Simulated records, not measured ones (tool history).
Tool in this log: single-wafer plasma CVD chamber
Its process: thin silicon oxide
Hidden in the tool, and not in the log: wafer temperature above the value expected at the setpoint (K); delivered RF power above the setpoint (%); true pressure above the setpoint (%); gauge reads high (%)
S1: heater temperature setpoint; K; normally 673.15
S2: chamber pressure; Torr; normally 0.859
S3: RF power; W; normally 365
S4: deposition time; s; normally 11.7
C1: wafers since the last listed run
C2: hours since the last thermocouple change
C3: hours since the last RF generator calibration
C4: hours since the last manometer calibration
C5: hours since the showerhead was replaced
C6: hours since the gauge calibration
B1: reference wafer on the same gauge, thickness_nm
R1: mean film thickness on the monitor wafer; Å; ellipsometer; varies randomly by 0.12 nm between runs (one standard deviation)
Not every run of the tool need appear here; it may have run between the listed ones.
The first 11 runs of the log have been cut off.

{"run": 12, "hour": 140.9, "S1": 673.15, "S2": 0.859, "S3": 365, "S4": 11.7, "C1": 347, "C2": 2036.2, "C3": 1952.2, "C4": 32.7, "C5": 2513.5, "C6": 32.8, "B1": 26.521, "R1": 240.49}
{"run": 13, "hour": 150.2, "S1": 673.15, "S2": 0.859, "S3": 365, "S4": 11.7, "C1": 326, "C2": 2045.5, "C3": 1961.5, "C4": 42, "C5": 2522.8, "C6": 42.1, "B1": 26.528, "R1": 238.87}
{"run": 14, "hour": 157.5, "S1": 673.15, "S2": 0.859, "S3": 365, "S4": 11.7, "C1": 255, "C2": 2052.8, "C3": 1968.8, "C4": 49.3, "C5": 2530.1, "C6": 49.4, "B1": 26.518, "R1": 240.48}
{"run": 15, "hour": 171.3, "S1": 667.15, "S2": 0.859, "S3": 365, "S4": 12.9, "C1": 483, "C2": 2066.6, "C3": 1982.6, "C4": 63.1, "C5": 2543.9, "C6": 63.2, "B1": 26.499, "R1": 265.01}
{"hour": 184.8, "done": "showerhead replaced"}
{"run": 16, "hour": 188.0, "S1": 673.15, "S2": 0.859, "S3": 365, "S4": 12.6, "C1": 304, "C2": 2083.3, "C3": 1999.3, "C4": 79.8, "C5": 3.2, "C6": 79.9, "B1": 26.484, "R1": 260.26}
{"run": 17, "hour": 198.3, "S1": 688.15, "S2": 0.859, "S3": 305, "S4": 11.7, "C1": 361, "C2": 2093.6, "C3": 2009.6, "C4": 90.1, "C5": 13.5, "C6": 90.2, "B1": 26.437, "R1": 223.88}
{"run": 18, "hour": 215.6, "S1": 673.15, "S2": 0.859, "S3": 405, "S4": 11.7, "C1": 606, "C2": 2110.9, "C3": 2026.9, "C4": 107.4, "C5": 30.8, "C6": 107.5, "B1": 26.495, "R1": 248.52}
{"run": 19, "hour": 227.6, "S1": 673.15, "S2": 0.859, "S3": 365, "S4": 11.7, "C1": 420, "C2": 2122.9, "C3": 2038.9, "C4": 119.4, "C5": 42.8, "C6": 119.5, "B1": 26.524, "R1": 240.47}
{"run": 20, "hour": 238.7, "S1": 686.15, "S2": 0.717, "S3": 365, "S4": 11.7, "C1": 389, "C2": 2134, "C3": 2050, "C4": 130.5, "C5": 53.9, "C6": 130.6, "B1": 26.506, "R1": 205.88}
{"run": 21, "hour": 245.1, "S1": 673.15, "S2": 0.657, "S3": 365, "S4": 11, "C1": 224, "C2": 2140.4, "C3": 2056.4, "C4": 136.9, "C5": 60.3, "C6": 137, "B1": 26.478, "R1": 180.73}
{"run": 22, "hour": 261.9, "S1": 673.15, "S2": 0.859, "S3": 365, "S4": 11.7, "C1": 588, "C2": 2157.2, "C3": 2073.2, "C4": 153.7, "C5": 77.1, "C6": 153.8, "B1": 26.437, "R1": 239.41}

For run 23, what comes out?
{"hour": 274.5, "done": "RF generator calibrated"}
{"hour": 275.3, "done": "thermocouple changed; heater temperature recalibrated"}
{"run": 23, "hour": 293.2, "S1": 673.15, "S2": 0.859, "S3": 340, "S4": 10.1, "C1": 791, "C2": 17.9, "C3": 18.7, "C4": 185, "C5": 108.4, "C6": 185.1, "B1": "?", "R1": "?"}

{"run 23": {"B1": 26.483, "R1": 202.26}}
Take away the tool's hidden state, keep the run-to-run variation as it was, and the same run would have given R1 202.99 Å.
